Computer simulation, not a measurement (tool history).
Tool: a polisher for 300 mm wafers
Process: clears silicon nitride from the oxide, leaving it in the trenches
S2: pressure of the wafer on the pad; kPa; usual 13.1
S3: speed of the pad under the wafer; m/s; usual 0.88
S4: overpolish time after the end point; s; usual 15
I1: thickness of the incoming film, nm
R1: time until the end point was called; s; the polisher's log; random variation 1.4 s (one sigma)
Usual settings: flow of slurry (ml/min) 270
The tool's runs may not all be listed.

Run 1, hour 0: usual settings; I1 60.6. Result: R1 117.1 s.
Run 2, hour 101.2: usual settings; I1 59.5. Result: R1 114.8 s.
At hour 153.6: worn pad replaced by a new one.
Run 3, hour 167.7: usual settings; I1 60. Result: R1 116.3 s.
Run 4, hour 259.9: usual settings; I1 59.7. Result: R1 117 s.
At hour 314.5: slurry nozzle cleaned.
Run 5, hour 340.7: usual settings; I1 60.6. Result: R1 114.5 s.
Run 6, hour 447.7: usual settings; I1 60.6. Result: R1 116.4 s.
Run 7, hour 528.8: usual settings; I1 59.5. Result: R1 114.1 s.
At hour 551.9: head pressure recalibrated.
Run 8, hour 585.5: usual settings; I1 59.8. Result: R1 115.9 s.
Run 9, hour 630.1: usual settings; I1 61. Result: R1 119.4 s.
Run 10, hour 692.7: usual settings; I1 59.8. Result: R1 115.6 s.
Run 11, hour 785.4: usual settings but flow of slurry (ml/min) 205, S4 21 s; I1 60.4. Result: R1 121.9 s.
At hour 817: worn pad replaced by a new one.
Run 12, hour 831.8: usual settings; I1 61. Result: R1 119.1 s.
At hour 880.3: slurry nozzle cleaned.
Run 13, hour 929.8: usual settings; I1 60. Result: R1 118.7 s.
Run 14, hour 997.2: usual settings but S3 0.72 m/s; I1 60.4. Result: R1 142.7 s.
Run 15, hour 1063.5: usual settings but S3 0.72 m/s; I1 59.7. Result: R1 143.2 s.
Run 16, hour 1101.9: usual settings but S3 0.72 m/s; I1 58.9. Result: R1 139.7 s.
Run 17, hour 1174.9: usual settings; I1 60.8. Result: R1 120.9 s.
Run 18, hour 1274.1: usual settings but S2 10.3 kPa; I1 58.7. Result: R1 138.5 s.
Run 19, hour 1314.7: usual settings; I1 61. Result: R1 119.7 s.
At hour 1393.7: worn pad replaced by a new one.
At hour 1393.8: slurry nozzle cleaned.
Run 20, hour 1398.8: usual settings; I1 60.3. Result: R1 117.4 s.
Run 21, hour 1468.6: usual settings but S3 1.14 m/s; I1 60.5. Result: R1 90.3 s.
At hour 1471.3: head pressure recalibrated.
Run 22, hour 1565.5: usual settings; I1 60. Result: R1 113.8 s.
Run 23, hour 1613.4: usual settings but flow of slurry (ml/min) 300, S2 11.7 kPa, S3 0.96 m/s; I1 58.9. Result: R1 112.6 s.
Run 24, hour 1700.6: usual settings; I1 60.2. Result: R1 117.1 s.
Run 25, hour 1755.3: usual settings but flow of slurry (ml/min) 335, S2 10.3 kPa, S3 1.04 m/s; I1 59.9. Result: R1 115.7 s.
Run 26, hour 1849.7: usual settings; I1 59.7. Result: R1 117.4 s.
Run 27, hour 1952.9: usual settings but flow of slurry (ml/min) 300, S2 9.7 kPa, S3 0.76 m/s, S4 8 s; I1 59.1. Result: R1 168.2 s.
At hour 1966.1: worn pad replaced by a new one.
Run 28, hour 2025.4: usual settings but flow of slurry (ml/min) 235, S4 11 s; I1 60.6. Result: R1 118.6 s.
At hour 2050.6: slurry nozzle cleaned.
Run 29, hour 2111.3: usual settings but flow of slurry (ml/min) 335, S2 14.5 kPa, S3 0.64 m/s, S4 18 s; I1 58.8. Result: R1 144.9 s.
Run 30, hour 2172.9: usual settings but S2 9 kPa, S3 1.02 m/s, S4 18 s; I1 60.1. Result: R1 131.2 s.
Run 31, hour 2212.8: usual settings but flow of slurry (ml/min) 200, S3 0.64 m/s, S4 19 s; I1 60.3. Result: R1 166.4 s.
Run 32, hour 2280.3: usual settings but flow of slurry (ml/min) 310, S4 23 s; I1 60.3. Result: R1 115.2 s.
Run 33, hour 2329.8: usual settings but flow of slurry (ml/min) 225; I1 60.4. Result: R1 120.6 s.
Run 34, hour 2380.9: usual settings but flow of slurry (ml/min) 325, S2 9 kPa, S3 0.8 m/s, S4 9 s; I1 60.8. Result: R1 165.3 s.
At hour 2473.7: head pressure recalibrated.
Run 35, hour 2559.3: usual settings but S2 11 kPa, S4 23 s; I1 60.5. Result: R1 133.1 s.
At hour 2646: worn pad replaced by a new one.
Run 36, hour 2646.5: usual settings but S4 9 s; I1 59.2. Result: R1 115.1 s.
At hour 2655.8: slurry nozzle cleaned.
Run 37, hour 2710.1: usual settings but flow of slurry (ml/min) 325, S2 17.2 kPa, S3 0.78 m/s, S4 10 s; I1 60.1. Result: R1 103.2 s.

The tool's hidden state at each run:
removal rate lost through wear of the pad, %: 0 in every run
slurry flow missing at the pad, %: 0 in every run
deviation of the head's pressure from its setpoint, %: 0 in every run

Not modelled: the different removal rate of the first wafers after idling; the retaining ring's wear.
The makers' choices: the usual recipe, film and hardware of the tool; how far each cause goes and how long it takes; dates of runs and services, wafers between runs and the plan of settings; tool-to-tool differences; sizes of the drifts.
